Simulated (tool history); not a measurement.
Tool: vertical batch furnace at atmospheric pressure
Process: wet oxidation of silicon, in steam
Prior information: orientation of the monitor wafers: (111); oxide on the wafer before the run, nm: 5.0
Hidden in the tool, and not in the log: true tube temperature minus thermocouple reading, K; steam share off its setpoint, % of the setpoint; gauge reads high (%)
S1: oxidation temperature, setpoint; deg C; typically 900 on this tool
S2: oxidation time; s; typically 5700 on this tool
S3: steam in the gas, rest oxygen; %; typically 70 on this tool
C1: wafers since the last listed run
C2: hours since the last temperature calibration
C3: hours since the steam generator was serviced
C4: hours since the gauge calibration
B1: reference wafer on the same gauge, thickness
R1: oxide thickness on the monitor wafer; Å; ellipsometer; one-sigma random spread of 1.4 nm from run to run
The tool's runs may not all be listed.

run	hour	S1	S2	S3	C1	C2	C3	C4	B1	R1
1	0.0	910	5700	70	0	3904.7	992.4	394.3	236.13	2971.7
2	64.6	910	5700	70	837	3969.3	1057.0	458.9	235.98	2937.6
3	250.9	910	5700	70	2416	4155.6	1243.3	645.2	236.08	2955.8
4	276.7	900	5700	70	334	4181.4	1269.1	671.0	236.25	2663.5
5	330.8	900	5700	70	701	4235.5	1323.2	725.1	235.88	2653.0
6	368.6	900	5700	70	490	4273.3	1361.0	762.9	236.07	2666.1
7	408.6	900	5700	70	518	4313.3	1401.0	802.9	235.85	2643.8
8	436.8	900	5700	70	365	4341.5	1429.2	831.1	236.12	2674.5
9	483.5	900	5700	78	605	4388.2	1475.9	877.8	235.63	2883.0
10	539.0	900	5700	78	719	4443.7	1531.4	933.3	235.75	2902.3
11	584.4	900	5700	78	588	4489.1	1576.8	978.7	236.42	2901.7
# hour 619.5: steam generator serviced
12	653.4	906	5700	70	583	4558.1	33.9	1047.7	236.04	2975.7
# hour 696.2: thermocouples replaced and temperature profile calibrated
13	768.7	881	5700	70	1184	72.5	149.2	1163.0	236.49	2175.7
14	812.8	881	5700	70	571	116.6	193.3	1207.1	235.73	2186.4
15	839.9	881	5700	70	351	143.7	220.4	1234.2	235.63	2203.6
16	889.1	900	6300	70	638	192.9	269.6	1283.4	235.51	2963.8
17	914.9	900	5700	70	334	218.7	295.4	1309.2	235.71	2748.7
18	976.9	917	5700	64	804	280.7	357.4	1371.2	236.15	3028.6
# hour 1003.0: gauge calibrated
19	1025.8	900	5700	75	634	329.6	406.3	22.8	235.86	2873.2
20	1058.2	915	5700	70	420	362.0	438.7	55.2	235.98	3149.9

What will run 21 give?
21	1113.3	884	4440	61	714	417.1	493.8	110.3	?	?

{"run 21": {"B1": 235.86, "R1": 1629.3}}
Were there no unlogged condition in the tool, this run, its random variation unchanged, would have produced R1 1696.0 Å.

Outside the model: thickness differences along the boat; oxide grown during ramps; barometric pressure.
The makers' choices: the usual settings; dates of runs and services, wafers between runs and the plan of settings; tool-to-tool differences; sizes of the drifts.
